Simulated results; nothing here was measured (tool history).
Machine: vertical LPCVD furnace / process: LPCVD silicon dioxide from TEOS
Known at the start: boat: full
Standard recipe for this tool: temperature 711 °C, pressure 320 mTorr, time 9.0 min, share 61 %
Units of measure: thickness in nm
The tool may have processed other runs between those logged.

run,hour,temperature,pressure,time,share,"read-back reference wafer on the same gauge, thickness",thickness
1,0.0,711,320,7.5,61,98.31,73.94
# hour 94.2: thermocouples replaced and temperature profile calibrated
2,95.7,711,320,9.0,67,98.36,97.94
3,359.6,711,320,9.0,61,98.18,93.13
# hour 421.8: pressure gauge zeroed
4,465.3,711,320,9.0,61,98.35,93.53
5,514.2,711,320,9.0,61,98.18,93.09
6,554.8,711,320,7.0,58,98.40,70.85
# hour 624.3: thermocouples replaced and temperature profile calibrated, repeated, since the last time left the tool worse
7,624.9,711,320,9.0,61,98.24,85.13
8,693.4,711,320,9.0,61,98.32,84.82
9,884.6,711,285,9.0,68,98.11,85.03
10,1196.4,711,320,6.0,61,98.20,57.01
11,1253.7,701,400,9.0,61,98.43,75.20
12,1295.6,707,345,12.0,53,98.12,99.66
13,1379.6,722,320,9.0,64,98.28,112.34
# hour 1550.6: gauge calibrated
14,1551.1,711,320,7.0,61,98.15,66.33
15,1621.2,711,320,9.0,61,98.15,85.39
# hour 1876.1: pressure gauge zeroed
16,1876.6,711,320,6.5,61,98.36,61.33
17,1940.4,711,320,9.0,52,98.42,78.82
# hour 1975.3: TEOS flow controller replaced
18,2008.7,711,320,11.5,70,98.34,117.30
19,2067.9,711,320,9.0,61,98.23,85.68
20,2141.0,707,345,12.0,53,98.13,100.93
21,2226.9,700,320,5.5,61,98.31,40.51
22,2429.6,711,320,9.0,61,98.34,85.91
23,2494.1,711,320,9.0,61,98.32,85.51
24,2553.0,711,320,5.5,61,98.21,52.68
25,2601.6,716,320,12.0,61,98.32,128.17
26,2645.0,711,320,7.5,61,98.34,72.44
27,2685.4,711,300,9.0,61,98.40,83.26
28,2748.2,711,320,9.0,61,98.47,86.18
29,2810.3,711,320,9.0,69,98.53,91.70
30,2913.1,721,275,11.0,70,98.44,130.44
31,2953.2,704,250,11.0,70,98.37,85.56

What if the next run were any one of these 4? Each begins from the tool's condition after run 31:
A,2956.4,711,320,9.0,61,?,?
B,2956.4,711,295,10.0,56,?,?
C,2956.4,720,320,6.5,61,?,?
D,2956.4,703,320,7.5,54,?,?

run,"read-back reference wafer on the same gauge, thickness",thickness
A,98.36,86.61
B,98.36,88.53
C,98.36,76.58
D,98.36,56.55
Stripped of hidden state, with their random variation kept, the same runs would have yielded:
run,thickness
A,84.72
B,86.60
C,74.94
D,55.29

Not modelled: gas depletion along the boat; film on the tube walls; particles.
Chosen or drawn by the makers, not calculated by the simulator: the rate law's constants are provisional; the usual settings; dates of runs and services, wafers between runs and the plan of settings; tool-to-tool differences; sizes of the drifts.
